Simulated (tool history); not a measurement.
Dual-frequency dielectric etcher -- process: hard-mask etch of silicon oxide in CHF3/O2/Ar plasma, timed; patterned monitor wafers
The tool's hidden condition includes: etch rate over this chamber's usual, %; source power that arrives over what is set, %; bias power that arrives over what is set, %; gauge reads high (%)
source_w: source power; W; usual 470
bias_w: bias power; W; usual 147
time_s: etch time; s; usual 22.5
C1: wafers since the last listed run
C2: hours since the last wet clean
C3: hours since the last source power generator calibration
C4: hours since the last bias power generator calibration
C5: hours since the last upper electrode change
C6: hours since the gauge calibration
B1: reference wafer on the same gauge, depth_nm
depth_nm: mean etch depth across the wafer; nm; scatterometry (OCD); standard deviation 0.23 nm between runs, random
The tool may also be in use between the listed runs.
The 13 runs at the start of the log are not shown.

Run 14, hour 711.2: usual settings; C1 1068; C2 380.6; C3 89.2; C4 1539.9; C5 1976.9; C6 1359.9; B1 33.27. Result: depth_nm 35.66 nm.
Run 15, hour 772.6: usual settings; C1 1184; C2 442; C3 150.6; C4 1601.3; C5 2038.3; C6 1421.3; B1 33.49. Result: depth_nm 35.56 nm.
At hour 823.4: upper electrode replaced.
Run 16, hour 823.9: usual settings but source_w 360 W, bias_w 160 W, time_s 26 s; C1 526; C2 493.3; C3 201.9; C4 1652.6; C5 0.5; C6 1472.6; B1 33.56. Result: depth_nm 38.32 nm.
At hour 860.1: wet clean of the chamber.
Run 17, hour 860.6: usual settings; C1 244; C2 0.5; C3 238.6; C4 1689.3; C5 37.2; C6 1509.3; B1 33.61. Result: depth_nm 35.62 nm.
Run 18, hour 931.3: usual settings but source_w 550 W; C1 1363; C2 71.2; C3 309.3; C4 1760; C5 107.9; C6 1580; B1 33.86. Result: depth_nm 38.33 nm.
Run 19, hour 973.3: usual settings but source_w 510 W, bias_w 177 W, time_s 25.5 s; C1 809; C2 113.2; C3 351.3; C4 1802; C5 149.9; C6 1622; B1 33.91. Result: depth_nm 44.93 nm.
Run 20, hour 1005.6: usual settings but time_s 18 s; C1 622; C2 145.5; C3 383.6; C4 1834.3; C5 182.2; C6 1654.3; B1 34.01. Result: depth_nm 29 nm.
Run 21, hour 1067.8: usual settings but source_w 510 W, time_s 20.5 s; C1 1199; C2 207.7; C3 445.8; C4 1896.5; C5 244.4; C6 1716.5; B1 34.24. Result: depth_nm 34.4 nm.
Run 22, hour 1110.9: usual settings but bias_w 162 W, time_s 25 s; C1 831; C2 250.8; C3 488.9; C4 1939.6; C5 287.5; C6 1759.6; B1 34.39. Result: depth_nm 41.67 nm.
At hour 1137.2: gauge calibrated.
At hour 1153.3: bias power generator calibrated.
Run 23, hour 1180.1: usual settings; C1 1257; C2 320; C3 558.1; C4 26.8; C5 356.7; C6 42.9; B1 31.69. Result: depth_nm 33.55 nm.
Run 24, hour 1287.1: usual settings but source_w 410 W, bias_w 118 W, time_s 27 s; C1 2063; C2 427; C3 665.1; C4 133.8; C5 463.7; C6 149.9; B1 31.78. Result: depth_nm 36.17 nm.
At hour 1356.3: wet clean of the chamber.
Run 25, hour 1356.8: usual settings; C1 881; C2 0.5; C3 734.8; C4 203.5; C5 533.4; C6 219.6; B1 31.75. Result: depth_nm 34.26 nm.
Run 26, hour 1377.6: usual settings; C1 401; C2 21.3; C3 755.6; C4 224.3; C5 554.2; C6 240.4; B1 31.7. Result: depth_nm 33.95 nm.
Run 27, hour 1428.3: usual settings but source_w 550 W, bias_w 178 W, time_s 18 s; C1 977; C2 72; C3 806.3; C4 275; C5 604.9; C6 291.1; B1 31.77. Result: depth_nm 30.41 nm.
Run 28, hour 1467.9: usual settings but time_s 20 s; C1 763; C2 111.6; C3 845.9; C4 314.6; C5 644.5; C6 330.7; B1 31.78. Result: depth_nm 30.33 nm.
Run 29, hour 1523.3: usual settings but source_w 400 W; C1 1068; C2 167; C3 901.3; C4 370; C5 699.9; C6 386.1; B1 31.86. Result: depth_nm 31.85 nm.
Run 30, hour 1589: usual settings but bias_w 123 W, time_s 28.5 s; C1 1266; C2 232.7; C3 967; C4 435.7; C5 765.6; C6 451.8; B1 31.88. Result: depth_nm 40.79 nm.

3 options for the next run, each taken on its own from the tool as it stands now. Forecast them:
Run A, hour 1589.4: usual settings but source_w 510 W; C1 7; C2 233.1; C3 967.4; C4 436.1; C5 766; C6 452.2; B1 ?. Result: depth_nm ?.
Run B, hour 1589.4: usual settings but source_w 390 W, time_s 26 s; C1 7; C2 233.1; C3 967.4; C4 436.1; C5 766; C6 452.2; B1 ?. Result: depth_nm ?.
Run C, hour 1589.4: usual settings but source_w 540 W, time_s 28.5 s; C1 7; C2 233.1; C3 967.4; C4 436.1; C5 766; C6 452.2; B1 ?. Result: depth_nm ?.

run     B1  depth_nm
  A  31.94     34.76
  B  31.94     36.31
  C  31.94     44.99
Without the tool's unlogged condition, the same runs would have read:
run  depth_nm
  A     34.66
  B     36.21
  C     44.87
